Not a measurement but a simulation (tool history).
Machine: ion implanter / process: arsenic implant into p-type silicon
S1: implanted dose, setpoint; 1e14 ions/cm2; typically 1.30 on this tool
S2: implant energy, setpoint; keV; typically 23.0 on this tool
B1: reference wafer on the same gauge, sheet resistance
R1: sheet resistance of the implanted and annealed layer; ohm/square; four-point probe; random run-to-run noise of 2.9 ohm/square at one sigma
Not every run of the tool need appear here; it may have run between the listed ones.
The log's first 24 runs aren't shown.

Run 25, hour 1238.6: usual settings but S1 1.09 1e14 ions/cm2, S2 25.0 keV; B1 465.64. Result: R1 589.33 ohm/square.
Run 26, hour 1268.0: usual settings but S1 1.19 1e14 ions/cm2, S2 28.0 keV; B1 464.93. Result: R1 536.62 ohm/square.
Run 27, hour 1338.1: usual settings; B1 465.21. Result: R1 523.40 ohm/square.
Run 28, hour 1406.2: usual settings but S1 1.54 1e14 ions/cm2, S2 18.0 keV; B1 464.82. Result: R1 476.31 ohm/square.
Run 29, hour 1434.1: usual settings but S1 0.97 1e14 ions/cm2, S2 15.5 keV; B1 465.34. Result: R1 674.62 ohm/square.
Run 30, hour 1505.8: usual settings; B1 465.54. Result: R1 513.95 ohm/square.
Run 31, hour 1529.8: usual settings but S1 1.49 1e14 ions/cm2, S2 27.0 keV; B1 464.98. Result: R1 455.69 ohm/square.
Run 32, hour 1555.2: usual settings but S1 0.95 1e14 ions/cm2, S2 28.0 keV; B1 465.29. Result: R1 621.14 ohm/square.

3 ways to go on from here, each from the tool as it stands after run 32. What would each give?
Run A, hour 1555.6: usual settings; B1 ?. Result: R1 ?.
Run B, hour 1555.6: usual settings but S2 15.0 keV; B1 ?. Result: R1 ?.
Run C, hour 1555.6: usual settings but S1 1.14 1e14 ions/cm2, S2 25.5 keV; B1 ?. Result: R1 ?.

run      B1      R1
  A  465.06  518.31
  B  465.06  553.34
  C  465.06  558.99
Stripped of hidden state, with their random variation kept, the same runs would have yielded:
run      R1
  A  525.17
  B  560.90
  C  566.22
